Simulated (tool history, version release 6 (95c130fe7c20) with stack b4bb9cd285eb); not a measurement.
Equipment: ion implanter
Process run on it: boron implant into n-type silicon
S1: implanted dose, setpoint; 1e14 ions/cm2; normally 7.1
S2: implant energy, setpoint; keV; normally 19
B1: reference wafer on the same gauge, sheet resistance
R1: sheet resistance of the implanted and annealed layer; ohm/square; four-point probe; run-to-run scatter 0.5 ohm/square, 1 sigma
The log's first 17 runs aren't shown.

run	hour	S1	S2	B1	R1
18	430.7	8.13	19	200.08	161.09
19	448.8	7.1	19	200.06	181.56
# hour 473.7: extraction supply calibrated
20	474.2	8.3	25	199.94	155.27
21	488.1	5.36	12.5	200.07	238.08
22	510.4	7.1	19	199.82	181.16
23	528.8	5.32	14.5	200.03	236.61
24	550.2	7.1	19	199.88	180.89
25	573.1	5.81	16	199.8	218.6
26	590.1	5.74	24.5	199.9	212.35
27	683.3	7.1	16.5	200	183.98
28	706	9.23	16.5	200.24	147.34
29	736.5	7.1	19	199.8	181.98
30	750.4	4.99	14	199.95	250.77
31	785.8	8.53	22.5	199.89	152.86
32	804	7.1	19	199.97	181.86
33	834.8	7.78	16	200.11	170.02
34	858.6	7.1	22	199.97	179.2
35	894.4	6.12	19	200.09	205.18
36	926	7.1	19	200.09	181.33
37	957	5.14	21	200.12	235.73

What if the next run were any one of these 4? Each begins from the tool's condition after run 37:
A	957.4	7.1	19	?	?
B	957.4	8.12	17	?	?
C	957.4	5.46	16	?	?
D	957.4	9.01	25	?	?

run	B1	R1
A	199.94	181.68
B	199.94	163.71
C	199.94	230.01
D	199.94	145.05
Had the tool no hidden state, the same runs would have come out as:
run	R1
A	181.68
B	163.71
C	230.01
D	145.05
